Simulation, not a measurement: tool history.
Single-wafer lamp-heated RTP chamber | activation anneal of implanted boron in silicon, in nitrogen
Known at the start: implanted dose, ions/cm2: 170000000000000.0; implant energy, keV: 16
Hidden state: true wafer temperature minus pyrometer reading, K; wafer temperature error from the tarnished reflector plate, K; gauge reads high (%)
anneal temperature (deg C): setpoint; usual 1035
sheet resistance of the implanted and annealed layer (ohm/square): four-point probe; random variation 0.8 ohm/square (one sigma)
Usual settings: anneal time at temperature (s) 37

run	hour	anneal temperature (deg C)	anneal time at temperature (s)	wafers since the last listed run	wafers since the last pyrometer calibration	wafers since the reflector plate was cleaned	hours since the gauge calibration	read-back reference wafer on the same gauge, sheet resistance	sheet resistance of the implanted and annealed layer (ohm/square)
1	0.0	1035	37	0	5308	8038	286.9	578.25	531.63
2	56.0	1035	37	802	6111	8841	342.9	577.78	533.57
3	124.7	1035	37	985	7096	9826	411.6	577.57	529.78
4	153.6	1035	37	414	7510	10241	440.5	577.24	532.19
# hour 173.8: reflector plate cleaned
# hour 199.1: pyrometer window cleaned and pyrometer calibrated
5	224.4	1035	37	785	362	610	511.3	577.07	531.66
6	388.1	1059	47	2347	2709	2957	675.0	575.64	528.10
7	440.6	1035	37	752	3462	3710	727.5	575.36	528.66
8	477.9	1035	37	534	3997	4245	764.8	575.12	529.19
9	526.3	1035	37	693	4691	4939	813.2	574.33	527.60
10	583.5	1035	37	820	5511	5759	870.4	573.86	528.77
11	645.1	1035	37	883	6394	6642	932.0	573.04	528.16
12	673.3	1035	37	404	6799	7046	960.2	572.89	528.20
13	722.5	1035	37	705	7504	7752	1009.4	572.33	526.88
# hour 787.6: pyrometer window cleaned and pyrometer calibrated
14	788.3	1035	37	828	9	8581	1075.2	571.45	525.31
15	847.4	1035	37	847	857	9428	1134.3	570.39	524.84
16	914.0	1035	37	954	1812	10383	1200.9	569.46	524.97
# hour 965.3: reflector plate cleaned
17	968.7	1064	57	669	2481	49	1255.6	568.61	519.67
18	1018.6	1043	18	715	3197	764	1305.5	567.96	525.01
# hour 1063.7: gauge calibrated
19	1064.2	1035	37	653	3851	1418	0.5	578.09	531.33
20	1115.7	1035	15	738	4589	2156	52.0	578.53	534.28
21	1180.0	1035	50	921	5511	3078	116.3	578.41	531.39
22	1213.8	1035	17	484	5996	3563	150.1	578.28	532.79
23	1285.7	1017	37	1030	7026	4594	222.0	578.14	533.87
24	1315.9	1049	37	433	7459	5027	252.2	578.34	530.32
# hour 1358.0: pyrometer window cleaned and pyrometer calibrated
25	1358.5	1007	20	496	6	5523	294.8	577.85	536.17
26	1412.3	1064	54	771	777	6294	348.6	577.87	527.32
27	1580.9	1043	29	2417	3195	8712	517.2	576.75	531.30
28	1735.8	1010	57	2221	5416	10933	672.1	575.40	528.05

4 ways to go on from here, each from the tool as it stands after run 28. What would each give?
A	1736.2	1035	37	5	5422	10939	672.5	?	?
B	1736.2	1057	37	5	5422	10939	672.5	?	?
C	1736.2	1035	58	5	5422	10939	672.5	?	?
D	1736.2	1010	37	5	5422	10939	672.5	?	?

run	read-back reference wafer on the same gauge, sheet resistance	sheet resistance of the implanted and annealed layer (ohm/square)
A	575.90	529.59
B	575.90	528.51
C	575.90	527.74
D	575.90	531.43
Without the tool's hidden state the same runs would have given:
run	sheet resistance of the implanted and annealed layer (ohm/square)
A	532.75
B	531.67
C	530.89
D	534.60

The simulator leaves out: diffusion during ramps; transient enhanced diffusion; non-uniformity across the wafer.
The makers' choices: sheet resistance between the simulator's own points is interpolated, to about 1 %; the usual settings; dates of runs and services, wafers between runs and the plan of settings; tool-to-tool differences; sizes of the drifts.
